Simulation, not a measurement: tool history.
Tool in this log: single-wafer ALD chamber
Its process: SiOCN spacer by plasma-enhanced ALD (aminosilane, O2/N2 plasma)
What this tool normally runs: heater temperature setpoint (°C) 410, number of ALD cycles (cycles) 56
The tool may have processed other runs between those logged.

run    hour  heater temperature setpoint (°C)  number of ALD cycles (cycles)  wafers since the last listed run  hours since the last thermocouple change  hours since the gauge calibration  read-back reference wafer on the same gauge, thickness_nm  mean film thickness on the monitor wafer (angstrom)
  1       0                               410                             48                                 0                                    1142.5                                716                                                      3.091                                                 26.6
       30.1  -- thermocouple changed; heater temperature recalibrated
  2    54.9                               410                             48                               292                                      24.8                              770.9                                                      3.086                                                27.09
  3   102.4                               410                             56                               296                                      72.3                              818.4                                                       3.09                                                31.51
  4   171.2                               410                             56                               428                                     141.1                              887.2                                                      3.093                                                31.58
  5   222.1                               410                             56                               317                                       192                              938.1                                                      3.085                                                31.41
  6   291.1                               410                             56                               430                                       261                             1007.1                                                       3.09                                                31.25
  7   333.8                               410                             53                               266                                     303.7                             1049.8                                                      3.091                                                29.75
  8   364.3                               410                             53                               190                                     334.2                             1080.3                                                      3.089                                                 29.5
  9   430.8                               410                             53                               414                                     400.7                             1146.8                                                      3.095                                                29.87
 10     466                               415                             56                               219                                     435.9                               1182                                                      3.086                                                30.71
 11   513.7                               415                             56                               297                                     483.6                             1229.7                                                      3.091                                                30.83
 12   553.1                               410                             56                               245                                       523                             1269.1                                                      3.092                                                31.05
 13   582.4                               410                             56                               182                                     552.3                             1298.4                                                      3.086                                                31.41
 14   642.6                               410                             56                               375                                     612.5                             1358.6                                                      3.088                                                31.22
 15   715.6                               404                             56                               455                                     685.5                             1431.6                                                      3.089                                                31.91
 16   771.7                               404                             56                               349                                     741.6                             1487.7                                                      3.094                                                31.82
 17   805.4                               410                             56                               210                                     775.3                             1521.4                                                      3.086                                                31.24
 18   874.6                               410                             56                               431                                     844.5                             1590.6                                                      3.087                                                31.33
 19     940                               418                             48                               407                                     909.9                               1656                                                      3.091                                                   26
 20  1007.9                               401                             56                               423                                     977.8                             1723.9                                                      3.086                                                32.06
 21  1055.9                               400                             63                               299                                    1025.8                             1771.9                                                      3.088                                                36.17
 22  1116.5                               410                             56                               377                                    1086.4                             1832.5                                                      3.086                                                30.96
     1154.9  -- gauge calibrated
 23  1156.6                               406                             64                               250                                    1126.5                                1.7                                                      3.091                                                35.95
 24  1183.8                               410                             65                               169                                    1153.7                               28.9                                                      3.085                                                35.89
 25  1217.8                               398                             48                               211                                    1187.7                               62.9                                                      3.083                                                27.75
 26  1286.6                               410                             56                               428                                    1256.5                              131.7                                                      3.092                                                31.03
 27  1356.3                               410                             56                               434                                    1326.2                              201.4                                                      3.092                                                30.85
     1365.3  -- thermocouple changed; heater temperature recalibrated
 28  1407.5                               395                             62                               269                                      42.2                              252.6                                                      3.085                                                36.04
 29  1476.2                               410                             56                               428                                     110.9                              321.3                                                      3.088                                                31.48
 30  1502.7                               410                             51                               165                                     137.4                              347.8                                                      3.095                                                28.89
 31  1545.1                               410                             56                               264                                     179.8                              390.2                                                      3.085                                                31.74
 32  1605.9                               410                             56                               379                                     240.6                                451                                                      3.095                                                31.74
 33    1654                               414                             56                               299                                     288.7                              499.1                                                      3.089                                                31.04
 34  1699.2                               410                             50                               281                                     333.9                              544.3                                                      3.089                                                28.26
 35    1727                               418                             47                               173                                     361.7                              572.1                                                      3.087                                                25.79
 36  1761.6                               410                             56                               215                                     396.3                              606.7                                                      3.085                                                 31.5
 37  1789.9                               401                             60                               176                                     424.6                                635                                                       3.09                                                34.93

Entry by entry between the runs, the difference in hidden state between the last listed run before and the first listed run after:
From run 1 to run 2: thermocouple changed; heater temperature recalibrated (hour 30.1)
  wafer temperature above the value expected at the setpoint (K): 5.53 -> 0.876
  measured result minus the result with no hidden state, mean film thickness on the monitor wafer (angstrom): -0.52 -> -0.08
From run 22 to run 23: gauge calibrated (hour 1154.9)
  wafer temperature above the value expected at the setpoint (K): 5.56 -> 5.73
  measured result minus the result with no hidden state, mean film thickness on the monitor wafer (angstrom): -0.6 -> -0.72
From run 27 to run 28: thermocouple changed; heater temperature recalibrated (hour 1365.3)
  wafer temperature above the value expected at the setpoint (K): 6.61 -> 0.482
  measured result minus the result with no hidden state, mean film thickness on the monitor wafer (angstrom): -0.72 -> +0
